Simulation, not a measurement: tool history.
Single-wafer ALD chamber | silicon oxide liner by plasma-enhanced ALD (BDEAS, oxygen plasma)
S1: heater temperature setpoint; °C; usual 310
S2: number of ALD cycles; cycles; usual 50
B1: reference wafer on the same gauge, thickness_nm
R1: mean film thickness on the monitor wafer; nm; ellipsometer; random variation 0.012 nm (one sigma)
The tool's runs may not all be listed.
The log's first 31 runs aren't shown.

run 32 hour=2836.9 | S1=321 S2=42 | B1=4.030 | R1=3.813
run 33 hour=2920.0 | S1=310 S2=57 | B1=4.025 | R1=5.264
run 34 hour=2959.4 | S1=318 S2=46 | B1=4.032 | R1=4.213
run 35 hour=3024.9 | S1=316 S2=54 | B1=4.032 | R1=4.986
run 36 hour=3070.0 | S1=300 S2=43 | B1=4.030 | R1=4.063
run 37 hour=3160.3 | S1=305 S2=43 | B1=4.033 | R1=4.014
run 38 hour=3235.4 | S1=310 S2=50 | B1=4.027 | R1=4.637
-- hour=3276.8 thermocouple changed; heater temperature recalibrated
run 39 hour=3363.3 | S1=302 S2=53 | B1=4.028 | R1=4.930
run 40 hour=3461.0 | S1=310 S2=43 | B1=4.032 | R1=3.978
run 41 hour=3533.8 | S1=310 S2=50 | B1=4.028 | R1=4.602
run 42 hour=3607.6 | S1=310 S2=50 | B1=4.033 | R1=4.615
run 43 hour=3705.4 | S1=300 S2=44 | B1=4.031 | R1=4.126
run 44 hour=3763.9 | S1=306 S2=44 | B1=4.031 | R1=4.075
run 45 hour=3803.2 | S1=310 S2=50 | B1=4.030 | R1=4.623

5 ways to go on from here, each from the tool as it stands after run 45. What would each give?
run A hour=3803.7 | S1=310 S2=56 | B1=? | R1=?
run B hour=3803.7 | S1=320 S2=53 | B1=? | R1=?
run C hour=3803.7 | S1=302 S2=45 | B1=? | R1=?
run D hour=3803.7 | S1=321 S2=45 | B1=? | R1=?
run E hour=3803.7 | S1=297 S2=54 | B1=? | R1=?

run=A B1=4.034 R1=5.171
run=B B1=4.034 R1=4.827
run=C B1=4.034 R1=4.201
run=D B1=4.034 R1=4.092
run=E B1=4.034 R1=5.122
Without the tool's hidden state the same runs would have given:
run=A R1=5.160
run=B R1=4.817
run=C R1=4.193
run=D R1=4.084
run=E R1=5.096

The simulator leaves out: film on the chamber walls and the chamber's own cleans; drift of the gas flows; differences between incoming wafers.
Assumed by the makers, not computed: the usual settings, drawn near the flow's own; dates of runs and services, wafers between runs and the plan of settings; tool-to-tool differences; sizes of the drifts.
